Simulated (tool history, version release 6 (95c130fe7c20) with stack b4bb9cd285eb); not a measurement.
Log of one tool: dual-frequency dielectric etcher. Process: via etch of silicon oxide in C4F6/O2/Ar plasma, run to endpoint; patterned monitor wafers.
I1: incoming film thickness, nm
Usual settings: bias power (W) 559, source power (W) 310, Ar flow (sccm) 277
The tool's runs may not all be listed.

run 1 day=0.000 | bias_power_(W)=559 source_power_(W)=310 Ar_flow_(sccm)=228 | I1=125.9 | endpoint_time_(s)=30.4
run 2 day=1.554 | bias_power_(W)=559 source_power_(W)=310 Ar_flow_(sccm)=277 | I1=124.4 | endpoint_time_(s)=31.2
run 3 day=2.017 | bias_power_(W)=559 source_power_(W)=310 Ar_flow_(sccm)=277 | I1=125.2 | endpoint_time_(s)=31.1
run 4 day=2.592 | bias_power_(W)=559 source_power_(W)=310 Ar_flow_(sccm)=277 | I1=124.2 | endpoint_time_(s)=31.2
run 5 day=3.117 | bias_power_(W)=529 source_power_(W)=310 Ar_flow_(sccm)=277 | I1=125.0 | endpoint_time_(s)=32.0
run 6 day=3.746 | bias_power_(W)=559 source_power_(W)=310 Ar_flow_(sccm)=277 | I1=124.9 | endpoint_time_(s)=31.2
-- day=5.246 upper electrode replaced
-- day=5.479 wet clean of the chamber
run 7 day=5.500 | bias_power_(W)=559 source_power_(W)=310 Ar_flow_(sccm)=277 | I1=123.8 | endpoint_time_(s)=30.9
run 8 day=5.512 | bias_power_(W)=559 source_power_(W)=310 Ar_flow_(sccm)=244 | I1=125.1 | endpoint_time_(s)=30.6
run 9 day=5.579 | bias_power_(W)=559 source_power_(W)=310 Ar_flow_(sccm)=244 | I1=125.0 | endpoint_time_(s)=30.5
-- day=6.117 source power generator calibrated
run 10 day=6.138 | bias_power_(W)=559 source_power_(W)=310 Ar_flow_(sccm)=244 | I1=124.3 | endpoint_time_(s)=30.5
run 11 day=6.358 | bias_power_(W)=501 source_power_(W)=310 Ar_flow_(sccm)=277 | I1=125.1 | endpoint_time_(s)=32.4
run 12 day=6.612 | bias_power_(W)=559 source_power_(W)=310 Ar_flow_(sccm)=277 | I1=125.3 | endpoint_time_(s)=31.4
-- day=6.879 bias power generator calibrated
run 13 day=6.921 | bias_power_(W)=559 source_power_(W)=310 Ar_flow_(sccm)=277 | I1=125.1 | endpoint_time_(s)=31.3
run 14 day=7.538 | bias_power_(W)=559 source_power_(W)=330 Ar_flow_(sccm)=244 | I1=125.1 | endpoint_time_(s)=29.8
-- day=7.958 Ar flow controller replaced
run 15 day=9.329 | bias_power_(W)=559 source_power_(W)=310 Ar_flow_(sccm)=277 | I1=126.6 | endpoint_time_(s)=31.6
run 16 day=9.692 | bias_power_(W)=559 source_power_(W)=310 Ar_flow_(sccm)=324 | I1=124.1 | endpoint_time_(s)=32.1
run 17 day=10.375 | bias_power_(W)=454 source_power_(W)=270 Ar_flow_(sccm)=295 | I1=124.1 | endpoint_time_(s)=35.5
run 18 day=10.654 | bias_power_(W)=656 source_power_(W)=360 Ar_flow_(sccm)=277 | I1=123.4 | endpoint_time_(s)=27.5
run 19 day=11.112 | bias_power_(W)=506 source_power_(W)=340 Ar_flow_(sccm)=277 | I1=125.1 | endpoint_time_(s)=31.1
run 20 day=11.596 | bias_power_(W)=656 source_power_(W)=360 Ar_flow_(sccm)=277 | I1=123.0 | endpoint_time_(s)=27.3
run 21 day=12.146 | bias_power_(W)=559 source_power_(W)=250 Ar_flow_(sccm)=277 | I1=125.1 | endpoint_time_(s)=34.6
run 22 day=13.975 | bias_power_(W)=677 source_power_(W)=360 Ar_flow_(sccm)=234 | I1=123.4 | endpoint_time_(s)=26.6
run 23 day=14.267 | bias_power_(W)=656 source_power_(W)=360 Ar_flow_(sccm)=277 | I1=124.0 | endpoint_time_(s)=27.6
run 24 day=14.725 | bias_power_(W)=501 source_power_(W)=310 Ar_flow_(sccm)=277 | I1=124.6 | endpoint_time_(s)=32.7
run 25 day=15.033 | bias_power_(W)=650 source_power_(W)=360 Ar_flow_(sccm)=277 | I1=125.3 | endpoint_time_(s)=27.9
run 26 day=15.725 | bias_power_(W)=650 source_power_(W)=360 Ar_flow_(sccm)=277 | I1=125.0 | endpoint_time_(s)=28.1

Forecast each of these 5 alternatives for the next run:
run A day=15.742 | bias_power_(W)=559 source_power_(W)=310 Ar_flow_(sccm)=277 | I1=124.4 | endpoint_time_(s)=?
run B day=15.742 | bias_power_(W)=464 source_power_(W)=370 Ar_flow_(sccm)=259 | I1=124.4 | endpoint_time_(s)=?
run C day=15.742 | bias_power_(W)=559 source_power_(W)=390 Ar_flow_(sccm)=232 | I1=124.4 | endpoint_time_(s)=?
run D day=15.742 | bias_power_(W)=559 source_power_(W)=310 Ar_flow_(sccm)=305 | I1=124.4 | endpoint_time_(s)=?
run E day=15.742 | bias_power_(W)=520 source_power_(W)=310 Ar_flow_(sccm)=238 | I1=124.4 | endpoint_time_(s)=?

run=A endpoint_time_(s)=31.1
run=B endpoint_time_(s)=30.3
run=C endpoint_time_(s)=27.3
run=D endpoint_time_(s)=31.6
run=E endpoint_time_(s)=31.0
Without the tool's hidden state the same runs would have given:
run=A endpoint_time_(s)=31.1
run=B endpoint_time_(s)=30.3
run=C endpoint_time_(s)=27.3
run=D endpoint_time_(s)=31.6
run=E endpoint_time_(s)=31.0
